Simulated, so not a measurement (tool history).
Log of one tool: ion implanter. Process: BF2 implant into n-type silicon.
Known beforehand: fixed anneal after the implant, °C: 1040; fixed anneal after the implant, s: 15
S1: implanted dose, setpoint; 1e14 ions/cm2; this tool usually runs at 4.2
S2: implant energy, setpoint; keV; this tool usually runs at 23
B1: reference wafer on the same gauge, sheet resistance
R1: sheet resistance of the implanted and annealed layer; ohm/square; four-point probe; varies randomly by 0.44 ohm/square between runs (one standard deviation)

Run 1, hour 0: usual settings; B1 280.93. Result: R1 294.99 ohm/square.
Run 2, hour 35: usual settings; B1 281.01. Result: R1 295.49 ohm/square.
Run 3, hour 60.8: usual settings; B1 281.01. Result: R1 295.91 ohm/square.
Run 4, hour 75.7: usual settings but S2 27 keV; B1 281.12. Result: R1 290.34 ohm/square.
Run 5, hour 91.2: usual settings but S2 27 keV; B1 280.95. Result: R1 291.45 ohm/square.
Run 6, hour 114.1: usual settings; B1 281.09. Result: R1 295.89 ohm/square.
Run 7, hour 137.5: usual settings; B1 281.05. Result: R1 296.4 ohm/square.
Run 8, hour 158.6: usual settings; B1 281.03. Result: R1 295.68 ohm/square.
Run 9, hour 176.8: usual settings but S1 3.36 1e14 ions/cm2; B1 281.04. Result: R1 359.09 ohm/square.
Run 10, hour 197.7: usual settings but S1 3.36 1e14 ions/cm2; B1 281.1. Result: R1 357.72 ohm/square.
Run 11, hour 212.7: usual settings but S1 3.87 1e14 ions/cm2; B1 280.9. Result: R1 317.29 ohm/square.
Run 12, hour 246.8: usual settings but S1 4.47 1e14 ions/cm2; B1 281. Result: R1 281.84 ohm/square.
At hour 253.7: gauge calibrated.
At hour 258.1: Faraday cup replaced and dose calibrated.
Run 13, hour 259.2: usual settings but S1 5.05 1e14 ions/cm2; B1 281.03. Result: R1 250.13 ohm/square.
Run 14, hour 274.6: usual settings but S1 2.97 1e14 ions/cm2, S2 30 keV; B1 281.05. Result: R1 381.46 ohm/square.
At hour 283: extraction supply calibrated.
Run 15, hour 318.5: usual settings; B1 281.21. Result: R1 290.96 ohm/square.
Run 16, hour 332.2: usual settings; B1 280.78. Result: R1 290.84 ohm/square.
Run 17, hour 352.7: usual settings; B1 281.12. Result: R1 291.52 ohm/square.
Run 18, hour 385.2: usual settings but S1 3.32 1e14 ions/cm2, S2 28.5 keV; B1 280.99. Result: R1 347.72 ohm/square.
Run 19, hour 414.3: usual settings but S2 27.5 keV; B1 281.01. Result: R1 285.63 ohm/square.
Run 20, hour 440.9: usual settings but S1 4.93 1e14 ions/cm2, S2 20 keV; B1 281.04. Result: R1 259.65 ohm/square.
Run 21, hour 471.8: usual settings but S1 5.25 1e14 ions/cm2, S2 18.5 keV; B1 281.02. Result: R1 250.64 ohm/square.
Run 22, hour 505.5: usual settings; B1 280.92. Result: R1 291.88 ohm/square.
Run 23, hour 535.2: usual settings but S1 3.12 1e14 ions/cm2, S2 26.5 keV; B1 281.12. Result: R1 369.75 ohm/square.
Run 24, hour 562.7: usual settings but S1 3.48 1e14 ions/cm2; B1 280.89. Result: R1 341.59 ohm/square.
Run 25, hour 585.8: usual settings but S1 3 1e14 ions/cm2, S2 27.5 keV; B1 281.04. Result: R1 380.26 ohm/square.
Run 26, hour 604.5: usual settings; B1 280.93. Result: R1 291.86 ohm/square.

Measured result minus the same run's result without the hidden state. Both carry the same run-to-run variation, though not necessarily the same gauge scatter:
The hidden state here: deviation of the true dose from the Faraday cup's reading, %; deviation of the true energy from its setpoint, %; gauge reads high (%).
run     R1
  1  +4.02
  2  +4.23
  3   +4.4
  4  +4.46
  5  +4.57
  6  +4.74
  7   +4.9
  8  +5.02
  9  +6.37
 10  +6.52
 11  +5.85
 12  +5.32
 13  +0.02
 14  +0.04
 15  +0.04
 16  +0.05
 17  +0.06
 18  +0.09
 19  +0.09
 20   +0.1
 21  +0.11
 22  +0.17
 23  +0.28
 24   +0.3
 25  +0.38
 26  +0.32
